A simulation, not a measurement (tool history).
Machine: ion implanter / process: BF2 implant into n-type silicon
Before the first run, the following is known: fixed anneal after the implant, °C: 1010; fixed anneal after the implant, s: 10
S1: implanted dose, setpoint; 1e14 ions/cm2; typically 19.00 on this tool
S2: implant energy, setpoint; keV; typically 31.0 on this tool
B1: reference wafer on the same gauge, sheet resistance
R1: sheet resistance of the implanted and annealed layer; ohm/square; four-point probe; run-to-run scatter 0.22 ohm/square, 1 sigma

{"run": 1, "hour": 0.0, "S1": 21.8, "S2": 31.0, "B1": 148.88, "R1": 125.88}
{"run": 2, "hour": 31.3, "S1": 21.8, "S2": 31.0, "B1": 149.01, "R1": 125.81}
{"run": 3, "hour": 61.9, "S1": 19.0, "S2": 31.0, "B1": 148.97, "R1": 127.45}
{"run": 4, "hour": 87.4, "S1": 20.66, "S2": 31.0, "B1": 148.94, "R1": 126.43}
{"run": 5, "hour": 111.1, "S1": 20.66, "S2": 31.0, "B1": 149.03, "R1": 126.57}
{"run": 6, "hour": 128.8, "S1": 20.66, "S2": 31.0, "B1": 148.93, "R1": 127.17}
{"run": 7, "hour": 150.8, "S1": 19.0, "S2": 31.0, "B1": 149.04, "R1": 127.5}
{"run": 8, "hour": 186.5, "S1": 19.0, "S2": 31.0, "B1": 148.98, "R1": 127.39}
{"run": 9, "hour": 217.9, "S1": 19.0, "S2": 31.0, "B1": 149.03, "R1": 127.51}
{"run": 10, "hour": 237.3, "S1": 19.0, "S2": 31.0, "B1": 148.94, "R1": 127.07}
{"run": 11, "hour": 251.0, "S1": 19.0, "S2": 31.0, "B1": 149.13, "R1": 127.04}
{"run": 12, "hour": 347.2, "S1": 19.0, "S2": 31.0, "B1": 148.94, "R1": 127.41}
{"run": 13, "hour": 364.6, "S1": 19.0, "S2": 31.0, "B1": 149.0, "R1": 127.68}
{"hour": 377.8, "done": "gauge calibrated"}
{"run": 14, "hour": 392.0, "S1": 19.0, "S2": 31.0, "B1": 148.98, "R1": 127.61}
{"run": 15, "hour": 425.5, "S1": 19.0, "S2": 31.0, "B1": 149.12, "R1": 127.92}
{"run": 16, "hour": 448.9, "S1": 19.0, "S2": 31.0, "B1": 149.14, "R1": 127.43}
{"run": 17, "hour": 483.5, "S1": 19.0, "S2": 41.0, "B1": 149.13, "R1": 109.28}
{"run": 18, "hour": 496.2, "S1": 19.0, "S2": 39.0, "B1": 149.05, "R1": 112.3}
{"hour": 518.9, "done": "extraction supply calibrated"}
{"run": 19, "hour": 521.5, "S1": 24.48, "S2": 31.0, "B1": 148.94, "R1": 123.18}
{"run": 20, "hour": 548.8, "S1": 15.06, "S2": 31.0, "B1": 148.97, "R1": 129.5}
{"run": 21, "hour": 576.3, "S1": 21.94, "S2": 31.0, "B1": 149.11, "R1": 124.45}
{"hour": 610.0, "done": "Faraday cup replaced and dose calibrated"}
{"run": 22, "hour": 610.5, "S1": 23.48, "S2": 40.5, "B1": 149.05, "R1": 106.87}
{"run": 23, "hour": 631.2, "S1": 16.62, "S2": 36.5, "B1": 149.06, "R1": 117.16}
{"run": 24, "hour": 656.5, "S1": 22.55, "S2": 23.5, "B1": 149.0, "R1": 144.87}
{"run": 25, "hour": 671.5, "S1": 19.0, "S2": 31.0, "B1": 148.99, "R1": 126.32}
{"run": 26, "hour": 686.1, "S1": 19.0, "S2": 27.5, "B1": 148.84, "R1": 134.64}
{"run": 27, "hour": 719.6, "S1": 19.0, "S2": 39.5, "B1": 148.96, "R1": 110.72}
{"run": 28, "hour": 752.2, "S1": 19.0, "S2": 31.0, "B1": 148.93, "R1": 126.67}
{"run": 29, "hour": 782.4, "S1": 19.0, "S2": 31.0, "B1": 149.02, "R1": 126.94}

Predict each of these 4 candidate next runs independently; none follows another, all start after run 29:
{"run": "A", "hour": 782.8, "S1": 19.0, "S2": 31.0, "B1": "?", "R1": "?"}
{"run": "B", "hour": 782.8, "S1": 23.03, "S2": 26.0, "B1": "?", "R1": "?"}
{"run": "C", "hour": 782.8, "S1": 17.39, "S2": 41.5, "B1": "?", "R1": "?"}
{"run": "D", "hour": 782.8, "S1": 24.41, "S2": 40.0, "B1": "?", "R1": "?"}

run=A B1=149.05 R1=126.51
run=B B1=149.05 R1=137.07
run=C B1=149.05 R1=108.86
run=D B1=149.05 R1=107.68
Without the tool's unlogged condition, the same runs would have read:
run=A R1=125.50
run=B R1=136.02
run=C R1=108.02
run=D R1=106.80
